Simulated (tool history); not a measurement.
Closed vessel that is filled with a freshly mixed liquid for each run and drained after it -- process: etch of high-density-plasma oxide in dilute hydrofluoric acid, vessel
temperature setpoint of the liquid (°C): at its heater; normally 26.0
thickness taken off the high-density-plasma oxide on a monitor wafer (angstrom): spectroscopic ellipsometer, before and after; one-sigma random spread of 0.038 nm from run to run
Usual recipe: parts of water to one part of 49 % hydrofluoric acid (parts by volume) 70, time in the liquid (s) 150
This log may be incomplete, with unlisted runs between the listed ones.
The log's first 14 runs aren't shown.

run    hour  temperature setpoint of the liquid (°C)  parts of water to one part of 49 % hydrofluoric acid (parts by volume)  time in the liquid (s)  wafers since the last listed run  hours since the thermometer was replaced  hours since the hydrofluoric acid flow meter was replaced  hours since the gauge calibration  read-back film thickness of the high-density-plasma oxide reference wafer, read on the same gauge (nm)  thickness taken off the high-density-plasma oxide on a monitor wafer (angstrom)
 15   715.1                                     29.0                                                                      85                     150                              3536                                    1490.9                                                      493.3                              156.7                                                                                                   89.96                                                                            108.4
 16   748.7                                     24.5                                                                      85                     205                              3645                                    1524.5                                                      526.9                              190.3                                                                                                   90.02                                                                            123.2
 17   780.5                                     26.0                                                                      70                     150                              3449                                    1556.3                                                      558.7                              222.1                                                                                                   90.00                                                                            118.9
 18   816.2                                     21.5                                                                      60                     220                              3872                                    1592.0                                                      594.4                              257.8                                                                                                   90.01                                                                            169.8
 19   864.5                                     29.5                                                                      35                     150                              5239                                    1640.3                                                      642.7                              306.1                                                                                                   90.00                                                                            287.7
      890.2  -- thermometer replaced
 20   895.0                                     22.0                                                                      70                     150                              3200                                       4.8                                                      673.2                              336.6                                                                                                   90.02                                                                            105.7
 21   962.7                                     26.0                                                                      70                     150                              7344                                      72.5                                                      740.9                              404.3                                                                                                   89.96                                                                            124.4
     1057.0  -- hydrofluoric acid flow meter replaced
 22  1102.5                                     23.0                                                                      40                      75                             15057                                     212.3                                                       45.5                              544.1                                                                                                   89.98                                                                             98.1
 23  1174.5                                     21.5                                                                      85                     110                              7811                                     284.3                                                      117.5                              616.1                                                                                                   89.99                                                                             60.1
 24  1212.1                                     26.0                                                                      70                     150                              4079                                     321.9                                                      155.1                              653.7                                                                                                   90.00                                                                            121.7
 25  1283.6                                     23.0                                                                      85                     120                              7756                                     393.4                                                      226.6                              725.2                                                                                                   89.98                                                                             69.7
 26  1342.9                                     26.0                                                                     105                     150                              6433                                     452.7                                                      285.9                              784.5                                                                                                   89.98                                                                             77.6

What does the tool deliver on the next run?
 27  1376.4                                     22.0                                                                      70                     185                              3634                                     486.2                                                      319.4                              818.0                                                                                                       ?                                                                                ?

{"run 27": {"read-back film thickness of the high-density-plasma oxide reference wafer, read on the same gauge (nm)": 90.03, "thickness taken off the high-density-plasma oxide on a monitor wafer (angstrom)": 127.8}}
If the tool had no hidden condition, the same run with the same run-to-run variation would have returned thickness taken off the high-density-plasma oxide on a monitor wafer (angstrom) 128.3.
